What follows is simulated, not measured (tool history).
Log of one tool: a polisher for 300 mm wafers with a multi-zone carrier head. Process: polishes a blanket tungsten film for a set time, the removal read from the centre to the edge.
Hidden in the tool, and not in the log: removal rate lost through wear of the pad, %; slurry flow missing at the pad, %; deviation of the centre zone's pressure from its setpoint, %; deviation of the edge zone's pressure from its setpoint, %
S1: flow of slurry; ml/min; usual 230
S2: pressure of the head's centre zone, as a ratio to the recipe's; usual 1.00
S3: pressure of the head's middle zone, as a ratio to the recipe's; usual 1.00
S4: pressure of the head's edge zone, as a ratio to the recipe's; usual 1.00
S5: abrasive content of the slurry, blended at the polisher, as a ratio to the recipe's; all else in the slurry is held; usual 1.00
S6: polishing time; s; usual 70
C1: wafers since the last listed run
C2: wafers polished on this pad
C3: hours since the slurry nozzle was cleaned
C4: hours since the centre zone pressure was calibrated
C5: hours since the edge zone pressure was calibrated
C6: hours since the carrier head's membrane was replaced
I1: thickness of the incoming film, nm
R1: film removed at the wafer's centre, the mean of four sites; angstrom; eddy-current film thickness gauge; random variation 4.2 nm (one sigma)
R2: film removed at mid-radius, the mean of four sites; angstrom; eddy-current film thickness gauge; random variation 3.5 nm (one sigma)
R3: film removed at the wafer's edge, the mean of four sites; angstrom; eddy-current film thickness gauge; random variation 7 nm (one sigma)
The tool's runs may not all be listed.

run    hour   S1    S2    S3    S4    S5  S6    C1    C2     C3     C4     C5     C6      I1    R1    R2    R3
  1     0.0  230  1.05  1.07  1.00  1.15  70     0  6064  759.6  684.2  367.8    0.5  1119.9  4605  4666  4669
       34.7  -- centre zone pressure recalibrated
  2    58.9  230  1.00  1.00  1.00  1.00  70   590  6655  818.5   24.2  426.7   59.4  1118.9  4220  4196  4563
  3   152.7  230  1.00  1.10  1.07  1.00  70   973  7629  912.3  118.0  520.5  153.2  1132.4  4198  4529  4503
      160.0  -- slurry nozzle cleaned
  4   229.2  230  1.00  1.00  1.05  0.85  90   783  8413   69.2  194.5  597.0  229.7  1122.9  5409  5421  5854
      263.4  -- worn pad replaced by a new one
  5   323.7  230  1.00  1.00  1.00  1.00  70   939   626  163.7  289.0  691.5  324.2  1123.0  4657  4562  4699
  6   369.5  230  1.00  0.94  0.94  1.15  70   475  1101  209.5  334.8  737.3  370.0  1120.7  4662  4486  4723
  7   458.6  230  1.00  1.00  1.00  1.00  70   924  2026  298.6  423.9  826.4  459.1  1119.8  4463  4507  4695
      513.8  -- edge zone pressure recalibrated
  8   518.7  155  1.00  1.00  1.00  1.00  70   603  2629  358.7  484.0    4.9  519.2  1128.4  3987  4057  4409
  9   562.6  230  0.95  1.00  1.00  1.15  62   455  3085  402.6  527.9   48.8  563.1  1124.7  3875  4015  4207
 10   608.4  230  1.00  1.00  1.00  1.00  70   475  3560  448.4  573.7   94.6  608.9  1117.6  4382  4358  4630
 11   709.6  230  1.00  1.00  1.00  1.00  84  1050  4611  549.6  674.9  195.8  710.1  1122.0  5287  5164  5547
      757.0  -- carrier head's membrane replaced by a new one
 12   762.9  185  1.00  1.00  1.00  1.00  64   501  5113  602.9  728.2  249.1    5.9  1130.1  3723  3777  4050
 13   838.1  280  1.00  1.00  0.95  1.00  89   780  5893  678.1  803.4  324.3   81.1  1110.4  5546  5670  5816
      875.7  -- centre zone pressure recalibrated
 14   941.3  230  0.90  1.09  1.00  1.00  70  1050  6944  781.3   65.6  427.5  184.3  1133.0  3906  4570  4466
 15  1044.3  290  1.06  1.00  0.95  1.00  70  1069  8013  884.3  168.6  530.5  287.3  1117.2  4699  4427  4516
     1048.9  -- slurry nozzle cleaned
 16  1110.8  230  1.00  1.00  0.92  1.00  64   679  8693   61.9  235.1  597.0  353.8  1130.0  4007  4026  4104
     1132.5  -- worn pad replaced by a new one
 17  1173.2  230  0.94  0.95  1.00  1.00  70   606   422  124.3  297.5  659.4  416.2  1113.3  4338  4333  4727
     1238.9  -- edge zone pressure recalibrated
 18  1242.0  205  1.03  1.00  0.95  1.20  70   693  1115  193.1  366.3    3.1  485.0  1128.5  4809  4647  4694
 19  1347.0  260  1.00  1.00  1.00  1.00  70  1090  2205  298.1  471.3  108.1  590.0  1123.7  4524  4542  4872
 20  1494.9  230  1.08  0.96  1.00  1.00  90  1535  3741  446.0  619.2  256.0  737.9  1110.6  6110  5532  6045

5 ways to go on from here, each from the tool as it stands after run 20. What would each give?
  A  1495.3  230  1.00  1.00  0.94  1.00  70   4  3745  446.4  619.6  256.4  738.3  1108.1   ?   ?   ?
  B  1495.3  230  1.00  1.12  1.00  0.70  92   4  3745  446.4  619.6  256.4  738.3  1108.1   ?   ?   ?
  C  1495.3  230  1.00  0.90  1.00  1.00  58   4  3745  446.4  619.6  256.4  738.3  1108.1   ?   ?   ?
  D  1495.3  230  1.00  0.89  1.00  1.00  70   4  3745  446.4  619.6  256.4  738.3  1108.1   ?   ?   ?
  E  1495.3  160  1.00  1.00  1.00  1.00  70   4  3745  446.4  619.6  256.4  738.3  1108.1   ?   ?   ?

run    R1    R2    R3
  A  4458  4412  4378
  B  5417  5900  5466
  C  3691  3347  3741
  D  4454  4002  4516
  E  4070  4072  4259
Without the tool's hidden state the same runs would have given:
run    R1    R2    R3
  A  4745  4676  4595
  B  5766  6252  5737
  C  3929  3547  3927
  D  4741  4241  4740
  E  4423  4392  4521
